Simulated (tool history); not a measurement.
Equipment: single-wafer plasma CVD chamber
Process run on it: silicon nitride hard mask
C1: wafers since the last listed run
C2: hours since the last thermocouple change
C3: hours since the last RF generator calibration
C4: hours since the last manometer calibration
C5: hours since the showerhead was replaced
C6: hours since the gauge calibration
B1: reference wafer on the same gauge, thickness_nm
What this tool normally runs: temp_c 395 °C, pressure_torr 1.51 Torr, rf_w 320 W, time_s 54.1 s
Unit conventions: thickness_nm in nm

run 1 hour=0.0 | temp_c=395 pressure_torr=1.51 rf_w=320 time_s=54.1 | C1=0 C2=2674.1 C3=1033.7 C4=1995.9 C5=4865.5 C6=379.0 | B1=54.711 | thickness_nm=63.397
-- hour=8.1 capacitance manometer re-zeroed and calibrated
run 2 hour=12.9 | temp_c=395 pressure_torr=1.51 rf_w=320 time_s=54.1 | C1=144 C2=2687.0 C3=1046.6 C4=4.8 C5=4878.4 C6=391.9 | B1=54.708 | thickness_nm=63.466
-- hour=32.5 showerhead replaced
run 3 hour=33.0 | temp_c=395 pressure_torr=1.51 rf_w=320 time_s=54.1 | C1=357 C2=2707.1 C3=1066.7 C4=24.9 C5=0.5 C6=412.0 | B1=54.717 | thickness_nm=63.507
run 4 hour=34.6 | temp_c=387 pressure_torr=1.69 rf_w=320 time_s=54.1 | C1=47 C2=2708.7 C3=1068.3 C4=26.5 C5=2.1 C6=413.6 | B1=54.711 | thickness_nm=65.539
run 5 hour=52.1 | temp_c=387 pressure_torr=1.69 rf_w=320 time_s=54.1 | C1=517 C2=2726.2 C3=1085.8 C4=44.0 C5=19.6 C6=431.1 | B1=54.669 | thickness_nm=65.762
run 6 hour=61.6 | temp_c=387 pressure_torr=1.69 rf_w=320 time_s=54.1 | C1=280 C2=2735.7 C3=1095.3 C4=53.5 C5=29.1 C6=440.6 | B1=54.731 | thickness_nm=66.168
run 7 hour=74.9 | temp_c=395 pressure_torr=1.51 rf_w=320 time_s=54.1 | C1=393 C2=2749.0 C3=1108.6 C4=66.8 C5=42.4 C6=453.9 | B1=54.753 | thickness_nm=63.885
run 8 hour=88.6 | temp_c=395 pressure_torr=1.51 rf_w=320 time_s=54.1 | C1=405 C2=2762.7 C3=1122.3 C4=80.5 C5=56.1 C6=467.6 | B1=54.732 | thickness_nm=63.336
run 9 hour=95.9 | temp_c=395 pressure_torr=1.51 rf_w=320 time_s=54.1 | C1=215 C2=2770.0 C3=1129.6 C4=87.8 C5=63.4 C6=474.9 | B1=54.687 | thickness_nm=63.537
run 10 hour=103.5 | temp_c=384 pressure_torr=1.35 rf_w=320 time_s=57.4 | C1=224 C2=2777.6 C3=1137.2 C4=95.4 C5=71.0 C6=482.5 | B1=54.741 | thickness_nm=65.791
run 11 hour=116.5 | temp_c=403 pressure_torr=1.34 rf_w=320 time_s=60.3 | C1=384 C2=2790.6 C3=1150.2 C4=108.4 C5=84.0 C6=495.5 | B1=54.693 | thickness_nm=67.789
-- hour=126.3 thermocouple changed; heater temperature recalibrated
run 12 hour=133.0 | temp_c=383 pressure_torr=1.51 rf_w=320 time_s=54.1 | C1=251 C2=6.7 C3=1166.7 C4=124.9 C5=100.5 C6=512.0 | B1=54.658 | thickness_nm=63.314
run 13 hour=144.9 | temp_c=389 pressure_torr=1.63 rf_w=265 time_s=50.9 | C1=351 C2=18.6 C3=1178.6 C4=136.8 C5=112.4 C6=523.9 | B1=54.741 | thickness_nm=53.869
run 14 hour=155.5 | temp_c=395 pressure_torr=1.22 rf_w=320 time_s=54.1 | C1=313 C2=29.2 C3=1189.2 C4=147.4 C5=123.0 C6=534.5 | B1=54.670 | thickness_nm=59.368
-- hour=156.1 gauge calibrated
run 15 hour=168.4 | temp_c=408 pressure_torr=1.25 rf_w=365 time_s=54.1 | C1=381 C2=42.1 C3=1202.1 C4=160.3 C5=135.9 C6=12.3 | B1=54.702 | thickness_nm=65.006
run 16 hour=177.1 | temp_c=395 pressure_torr=1.69 rf_w=320 time_s=43.9 | C1=257 C2=50.8 C3=1210.8 C4=169.0 C5=144.6 C6=21.0 | B1=54.683 | thickness_nm=53.005
-- hour=186.7 RF generator calibrated
run 17 hour=187.2 | temp_c=395 pressure_torr=1.51 rf_w=320 time_s=54.1 | C1=62 C2=60.9 C3=0.5 C4=179.1 C5=154.7 C6=31.1 | B1=54.696 | thickness_nm=63.398
run 18 hour=198.0 | temp_c=406 pressure_torr=1.51 rf_w=320 time_s=54.1 | C1=319 C2=71.7 C3=11.3 C4=189.9 C5=165.5 C6=41.9 | B1=54.671 | thickness_nm=63.435
run 19 hour=214.9 | temp_c=395 pressure_torr=1.51 rf_w=320 time_s=54.1 | C1=499 C2=88.6 C3=28.2 C4=206.8 C5=182.4 C6=58.8 | B1=54.665 | thickness_nm=63.316
run 20 hour=231.0 | temp_c=395 pressure_torr=1.51 rf_w=320 time_s=54.1 | C1=476 C2=104.7 C3=44.3 C4=222.9 C5=198.5 C6=74.9 | B1=54.740 | thickness_nm=63.625

Run 21 comes next. What will it give?
run 21 hour=248.5 | temp_c=395 pressure_torr=1.51 rf_w=270 time_s=54.1 | C1=517 C2=122.2 C3=61.8 C4=240.4 C5=216.0 C6=92.4 | B1=? | thickness_nm=?

{"run 21": {"B1": 54.723, "thickness_nm": 56.973}}
Without the tool's hidden state the same run would have given thickness_nm 56.973 nm.

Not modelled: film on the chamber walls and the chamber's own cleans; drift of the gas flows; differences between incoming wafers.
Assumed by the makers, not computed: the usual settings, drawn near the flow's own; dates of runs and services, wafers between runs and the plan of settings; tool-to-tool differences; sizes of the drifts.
